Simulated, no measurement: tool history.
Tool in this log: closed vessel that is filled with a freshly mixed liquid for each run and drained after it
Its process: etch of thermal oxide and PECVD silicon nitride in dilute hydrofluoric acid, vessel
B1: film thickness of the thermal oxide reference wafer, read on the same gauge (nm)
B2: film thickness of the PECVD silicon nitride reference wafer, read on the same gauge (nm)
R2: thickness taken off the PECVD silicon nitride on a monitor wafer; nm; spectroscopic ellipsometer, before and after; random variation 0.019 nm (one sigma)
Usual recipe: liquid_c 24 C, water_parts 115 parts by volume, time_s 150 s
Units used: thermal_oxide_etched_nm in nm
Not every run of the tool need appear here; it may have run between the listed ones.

Run 1, hour 0: usual settings but liquid_c 19.5 C, water_parts 165 parts by volume, time_s 220 s; B1 50; B2 79.995. Result: thermal_oxide_etched_nm 4.69 nm, R2 2.808 nm.
Run 2, hour 15.7: usual settings; B1 49.97; B2 79.973. Result: thermal_oxide_etched_nm 5.75 nm, R2 3.687 nm.
Run 3, hour 26.5: usual settings but liquid_c 22 C, water_parts 65 parts by volume, time_s 225 s; B1 50.03; B2 80.017. Result: thermal_oxide_etched_nm 15.01 nm, R2 8.434 nm.
Run 4, hour 36.8: usual settings but liquid_c 28.5 C, water_parts 95 parts by volume, time_s 100 s; B1 50.05; B2 80. Result: thermal_oxide_etched_nm 5.66 nm, R2 4.014 nm.
Run 5, hour 49.3: usual settings but liquid_c 28.5 C; B1 50.04; B2 79.988. Result: thermal_oxide_etched_nm 6.83 nm, R2 4.874 nm.
At hour 56: gauge calibrated.
Run 6, hour 67.2: usual settings but liquid_c 27.5 C, water_parts 75 parts by volume; B1 50.04; B2 79.999. Result: thermal_oxide_etched_nm 10.69 nm, R2 7.011 nm.
Run 7, hour 78.9: usual settings; B1 49.97; B2 79.99. Result: thermal_oxide_etched_nm 5.76 nm, R2 3.701 nm.
Run 8, hour 85.1: usual settings; B1 49.96; B2 79.998. Result: thermal_oxide_etched_nm 5.78 nm, R2 3.679 nm.
At hour 99.7: thermometer replaced.
Run 9, hour 101.5: usual settings but water_parts 155 parts by volume; B1 50.02; B2 79.999. Result: thermal_oxide_etched_nm 4.05 nm, R2 2.742 nm.
Run 10, hour 112.1: usual settings but liquid_c 28 C, water_parts 170 parts by volume, time_s 240 s; B1 50; B2 79.97. Result: thermal_oxide_etched_nm 6.78 nm, R2 5.098 nm.
Run 11, hour 122.3: usual settings but liquid_c 22 C, time_s 240 s; B1 50.06; B2 80. Result: thermal_oxide_etched_nm 8.56 nm, R2 5.212 nm.
Run 12, hour 137.4: usual settings but liquid_c 21.5 C, water_parts 70 parts by volume, time_s 210 s; B1 50; B2 80.07. Result: thermal_oxide_etched_nm 12.57 nm, R2 7.118 nm.
Run 13, hour 150.5: usual settings; B1 50.01; B2 79.996. Result: thermal_oxide_etched_nm 5.75 nm, R2 3.665 nm.
Run 14, hour 160.8: usual settings; B1 49.94; B2 79.929. Result: thermal_oxide_etched_nm 5.76 nm, R2 3.691 nm.
Run 15, hour 175.3: usual settings but water_parts 55 parts by volume; B1 49.97; B2 79.978. Result: thermal_oxide_etched_nm 13.01 nm, R2 7.619 nm.
Run 16, hour 181.5: usual settings but liquid_c 26 C, water_parts 80 parts by volume, time_s 110 s; B1 49.95; B2 79.976. Result: thermal_oxide_etched_nm 6.87 nm, R2 4.433 nm.
Run 17, hour 193.8: usual settings but liquid_c 28 C, water_parts 95 parts by volume; B1 49.99; B2 80.02. Result: thermal_oxide_etched_nm 8.35 nm, R2 5.803 nm.
Run 18, hour 204.9: usual settings but liquid_c 27.5 C; B1 49.99; B2 79.995. Result: thermal_oxide_etched_nm 6.68 nm, R2 4.617 nm.
Run 19, hour 213.3: usual settings; B1 50.01; B2 79.974. Result: thermal_oxide_etched_nm 5.76 nm, R2 3.688 nm.
Run 20, hour 228.5: usual settings; B1 49.96; B2 79.998. Result: thermal_oxide_etched_nm 5.76 nm, R2 3.682 nm.
Run 21, hour 237.4: usual settings; B1 49.98; B2 79.98. Result: thermal_oxide_etched_nm 5.76 nm, R2 3.694 nm.
Run 22, hour 250.9: usual settings; B1 49.98; B2 80.01. Result: thermal_oxide_etched_nm 5.73 nm, R2 3.659 nm.
Run 23, hour 262.1: usual settings but liquid_c 22.5 C, water_parts 165 parts by volume; B1 50.02; B2 80.016. Result: thermal_oxide_etched_nm 3.55 nm, R2 2.337 nm.
Run 24, hour 271.2: usual settings but liquid_c 22.5 C, water_parts 80 parts by volume, time_s 215 s; B1 50.01; B2 80.011. Result: thermal_oxide_etched_nm 11.73 nm, R2 6.864 nm.
Run 25, hour 281.1: usual settings but water_parts 170 parts by volume, time_s 95 s; B1 50; B2 79.991. Result: thermal_oxide_etched_nm 2.31 nm, R2 1.601 nm.

Forecast each of these 5 alternatives for the next run:
Run A, hour 281.8: usual settings; B1 ?; B2 ?. Result: thermal_oxide_etched_nm ?, R2 ?.
Run B, hour 281.8: usual settings but liquid_c 27 C, time_s 80 s; B1 ?; B2 ?. Result: thermal_oxide_etched_nm ?, R2 ?.
Run C, hour 281.8: usual settings but liquid_c 28.5 C, water_parts 150 parts by volume, time_s 185 s; B1 ?; B2 ?. Result: thermal_oxide_etched_nm ?, R2 ?.
Run D, hour 281.8: usual settings but liquid_c 19.5 C, water_parts 150 parts by volume; B1 ?; B2 ?. Result: thermal_oxide_etched_nm ?, R2 ?.
Run E, hour 281.8: usual settings but time_s 60 s; B1 ?; B2 ?. Result: thermal_oxide_etched_nm ?, R2 ?.

run     B1     B2  thermal_oxide_etched_nm     R2
  A  50.01  79.97                     5.75    3.7
  B  50.01  79.97                     3.44  2.396
  C  50.01  79.97                     6.17  4.664
  D  50.01  79.97                     3.55  2.116
  E  50.01  79.97                      2.3   1.48
Without the tool's hidden state the same runs would have given:
run  thermal_oxide_etched_nm     R2
  A                     5.75    3.7
  B                     3.44  2.396
  C                     6.17  4.664
  D                     3.55  2.116
  E                      2.3   1.48

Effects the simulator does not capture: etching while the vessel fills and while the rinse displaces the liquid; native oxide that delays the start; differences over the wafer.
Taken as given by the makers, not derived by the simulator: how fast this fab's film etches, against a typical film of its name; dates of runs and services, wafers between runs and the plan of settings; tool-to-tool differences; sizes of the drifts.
